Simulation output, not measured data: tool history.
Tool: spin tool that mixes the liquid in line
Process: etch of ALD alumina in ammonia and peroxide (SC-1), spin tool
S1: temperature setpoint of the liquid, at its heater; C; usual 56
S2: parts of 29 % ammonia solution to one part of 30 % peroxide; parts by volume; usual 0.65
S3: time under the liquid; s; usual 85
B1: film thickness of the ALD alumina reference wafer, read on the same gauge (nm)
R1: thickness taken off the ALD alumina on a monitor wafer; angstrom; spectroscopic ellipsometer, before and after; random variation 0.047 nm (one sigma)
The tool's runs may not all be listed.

run 1 hour=0 | S1=56 S2=0.65 S3=120 | B1=80.01 | R1=71.2
-- hour=4.9 thermometer replaced
run 2 hour=17.9 | S1=60.5 S2=0.65 S3=85 | B1=80.03 | R1=63.6
run 3 hour=44.7 | S1=60.5 S2=0.65 S3=85 | B1=79.94 | R1=64.1
run 4 hour=77.4 | S1=60 S2=0.75 S3=115 | B1=80 | R1=84.8
-- hour=96.6 new drum of ammonia solution connected
run 5 hour=107.7 | S1=56 S2=0.65 S3=85 | B1=80.04 | R1=50.8
run 6 hour=136.7 | S1=48.5 S2=0.65 S3=35 | B1=80.01 | R1=13.5
run 7 hour=156.7 | S1=61 S2=0.75 S3=85 | B1=79.98 | R1=66
run 8 hour=188.5 | S1=52.5 S2=0.65 S3=85 | B1=80.04 | R1=40.7
-- hour=205.9 gauge calibrated
run 9 hour=211.7 | S1=51.5 S2=0.65 S3=105 | B1=79.97 | R1=47
-- hour=233.8 heated supply line repaired
run 10 hour=284.3 | S1=56 S2=0.65 S3=85 | B1=79.99 | R1=44
run 11 hour=311.4 | S1=56 S2=0.65 S3=85 | B1=80.01 | R1=44.7
run 12 hour=335.4 | S1=56 S2=0.85 S3=60 | B1=80.02 | R1=31.6
run 13 hour=370.6 | S1=63 S2=0.65 S3=85 | B1=79.98 | R1=63.6
run 14 hour=404.6 | S1=56 S2=0.65 S3=85 | B1=79.99 | R1=43.1

The next listed run, before its measurement:
-- hour=416.6 heated supply line repaired, repeated, since the last time left the tool worse
run 15 hour=430.8 | S1=62 S2=0.35 S3=60 | B1=? | R1=?

B1: 80.01
R1: 51.2 angstrom
Without the tool's hidden state the same run would have given R1 51.9 angstrom.
